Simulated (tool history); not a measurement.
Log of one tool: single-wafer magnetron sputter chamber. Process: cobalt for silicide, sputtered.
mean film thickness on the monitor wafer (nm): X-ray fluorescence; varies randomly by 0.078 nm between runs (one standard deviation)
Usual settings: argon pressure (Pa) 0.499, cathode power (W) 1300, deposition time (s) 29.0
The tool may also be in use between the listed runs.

run	hour	argon pressure (Pa)	cathode power (W)	deposition time (s)	read-back reference wafer on the same gauge, thickness_nm	mean film thickness on the monitor wafer (nm)
1	0.0	0.499	1300	29.0	15.110	18.614
2	6.3	0.618	1300	29.0	15.082	17.923
3	28.8	0.499	1300	29.0	15.096	18.612
4	38.0	0.499	1300	29.0	15.108	18.633
5	54.5	0.499	1300	29.0	15.102	18.648
6	62.7	0.499	1300	29.0	15.095	18.561
7	95.6	0.499	1300	29.0	15.104	18.553
8	113.1	0.499	1300	29.0	15.091	18.798
9	117.2	0.499	1300	29.0	15.079	18.721
10	130.4	0.499	1300	29.0	15.114	18.659
11	143.6	0.499	1300	29.0	15.106	18.641
12	159.3	0.499	1200	29.0	15.085	17.674
13	169.1	0.562	1200	29.0	15.103	17.230
14	181.7	0.499	1300	29.0	15.105	18.710
15	224.7	0.323	1000	24.6	15.101	14.002
16	242.4	0.347	1050	24.2	15.082	14.091
17	263.9	0.499	1300	23.9	15.086	15.414
18	274.2	0.630	1100	29.0	15.100	15.952
19	280.9	0.635	1000	32.9	15.095	16.904
20	299.4	0.438	1450	26.6	15.097	18.814

Not shown here: 4 entries made in the log between runs. Locate each between two listed runs and compare the hidden state at the listed run before it with the hidden state at the listed run after it:
Run 7 -> run 8: magnet pack replaced (hour 112.6)
  the hidden state is the same at both runs
Run 14 -> run 15: capacitance manometer re-zeroed and calibrated (hour 191.5); gauge calibrated (hour 193.1); sputter target and shields replaced (hour 211.7)
  the hidden state is the same at both runs

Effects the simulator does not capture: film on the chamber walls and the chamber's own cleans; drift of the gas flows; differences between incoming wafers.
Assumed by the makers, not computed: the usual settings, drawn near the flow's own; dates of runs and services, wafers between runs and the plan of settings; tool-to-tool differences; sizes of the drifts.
